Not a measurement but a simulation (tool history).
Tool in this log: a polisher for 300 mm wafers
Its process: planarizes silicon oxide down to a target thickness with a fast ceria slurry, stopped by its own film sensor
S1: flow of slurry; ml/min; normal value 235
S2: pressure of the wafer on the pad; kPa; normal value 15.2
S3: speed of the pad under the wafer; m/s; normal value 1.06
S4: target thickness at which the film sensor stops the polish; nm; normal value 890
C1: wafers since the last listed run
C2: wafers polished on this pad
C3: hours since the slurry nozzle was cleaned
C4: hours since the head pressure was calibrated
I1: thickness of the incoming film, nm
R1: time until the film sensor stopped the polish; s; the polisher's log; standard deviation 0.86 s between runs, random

| run | day | S1 | S2 | S3 | S4 | C1 | C2 | C3 | C4 | I1 | R1 |
|---|---|---|---|---|---|---|---|---|---|---|---|
| 1 | 0.000 | 235 | 15.2 | 1.06 | 890 | 0 | 1607 | 687.0 | 161.3 | 1500.1 | 42.1 |
| 2 | 4.425 | 235 | 15.2 | 1.06 | 890 | 1445 | 3052 | 793.2 | 267.5 | 1538.8 | 43.6 |
|  | 6.646 | slurry nozzle cleaned |
| 3 | 8.233 | 235 | 17.2 | 1.06 | 890 | 1230 | 4283 | 38.1 | 358.9 | 1518.5 | 37.6 |
| 4 | 9.767 | 235 | 17.2 | 1.06 | 890 | 500 | 4783 | 74.9 | 395.7 | 1515.7 | 38.9 |
|  | 15.212 | worn pad replaced by a new one |
| 5 | 22.862 | 235 | 15.2 | 1.30 | 890 | 4222 | 2499 | 389.2 | 710.0 | 1513.8 | 33.3 |
| 6 | 27.358 | 170 | 15.2 | 1.06 | 1005 | 1468 | 3967 | 497.1 | 817.9 | 1541.4 | 36.5 |
| 7 | 29.025 | 180 | 15.2 | 0.90 | 890 | 544 | 4511 | 537.1 | 857.9 | 1527.9 | 49.8 |
| 8 | 32.188 | 235 | 15.2 | 1.06 | 890 | 1032 | 5544 | 613.0 | 933.8 | 1532.6 | 42.0 |
|  | 34.704 | worn pad replaced by a new one |
| 9 | 34.750 | 235 | 15.2 | 1.06 | 890 | 782 | 14 | 674.5 | 995.3 | 1504.5 | 40.9 |
| 10 | 39.046 | 235 | 15.2 | 1.06 | 890 | 1402 | 1417 | 777.6 | 1098.4 | 1497.6 | 40.5 |
|  | 42.554 | head pressure recalibrated |
| 11 | 43.521 | 235 | 15.2 | 1.06 | 890 | 1434 | 2851 | 885.0 | 23.2 | 1495.4 | 41.7 |
|  | 45.175 | slurry nozzle cleaned |
| 12 | 45.871 | 235 | 15.2 | 1.06 | 890 | 753 | 3605 | 16.7 | 79.6 | 1518.7 | 43.8 |
| 13 | 47.788 | 235 | 15.2 | 1.06 | 890 | 625 | 4231 | 62.7 | 125.6 | 1533.1 | 43.8 |
| 14 | 50.004 | 235 | 15.2 | 1.06 | 890 | 723 | 4955 | 115.9 | 178.8 | 1553.4 | 44.8 |
| 15 | 51.721 | 235 | 15.2 | 1.34 | 1101 | 560 | 5516 | 157.1 | 220.0 | 1512.3 | 22.3 |
|  | 53.038 | worn pad replaced by a new one |
| 16 | 54.096 | 235 | 15.2 | 1.06 | 890 | 721 | 345 | 214.1 | 277.0 | 1532.8 | 43.6 |
| 17 | 58.158 | 235 | 15.2 | 1.06 | 890 | 1326 | 1672 | 311.6 | 374.5 | 1521.5 | 43.0 |
| 18 | 65.088 | 235 | 15.2 | 1.22 | 890 | 2263 | 3935 | 477.9 | 540.8 | 1518.6 | 35.3 |
| 19 | 69.512 | 280 | 19.3 | 0.94 | 1027 | 1445 | 5380 | 584.1 | 647.0 | 1521.7 | 30.0 |
|  | 72.233 | worn pad replaced by a new one |
|  | 76.562 | slurry nozzle cleaned |
| 20 | 78.846 | 180 | 15.2 | 0.90 | 890 | 2980 | 2146 | 54.8 | 871.0 | 1531.4 | 50.1 |
| 21 | 81.671 | 235 | 15.2 | 1.06 | 890 | 922 | 3068 | 122.6 | 938.8 | 1535.8 | 42.1 |
|  | 83.454 | head pressure recalibrated |
| 22 | 83.975 | 235 | 19.3 | 1.06 | 890 | 725 | 3794 | 177.9 | 12.5 | 1496.2 | 34.9 |
| 23 | 87.083 | 235 | 15.2 | 1.06 | 742 | 1015 | 4809 | 252.5 | 87.1 | 1495.5 | 50.9 |
|  | 90.008 | worn pad replaced by a new one |
| 24 | 91.058 | 235 | 17.2 | 1.06 | 890 | 1243 | 342 | 347.9 | 182.5 | 1538.7 | 40.4 |
| 25 | 92.996 | 235 | 13.1 | 1.06 | 890 | 632 | 975 | 394.4 | 229.0 | 1513.8 | 44.9 |
| 26 | 95.392 | 235 | 10.3 | 1.06 | 890 | 782 | 1757 | 451.9 | 286.5 | 1528.8 | 54.9 |
| 27 | 99.404 | 235 | 15.2 | 1.06 | 890 | 1310 | 3067 | 548.2 | 382.8 | 1535.3 | 43.8 |
| 28 | 103.758 | 235 | 15.2 | 0.94 | 1105 | 1422 | 4490 | 652.7 | 487.3 | 1504.8 | 29.6 |

3 options for the next run, each taken on its own from the tool as it stands now. Forecast them:
| A | 103.775 | 235 | 15.2 | 1.06 | 890 | 5 | 4495 | 653.1 | 487.7 | 1499.8 | ? |
| B | 103.775 | 280 | 10.3 | 1.06 | 890 | 5 | 4495 | 653.1 | 487.7 | 1499.8 | ? |
| C | 103.775 | 170 | 20.0 | 1.32 | 890 | 5 | 4495 | 653.1 | 487.7 | 1499.8 | ? |

| run | R1 |
|---|---|
| A | 40.2 |
| B | 49.7 |
| C | 28.1 |
Take away the tool's hidden state, keep each run's random variation, and the runs would have read:
| run | R1 |
|---|---|
| A | 42.4 |
| B | 52.4 |
| C | 29.6 |
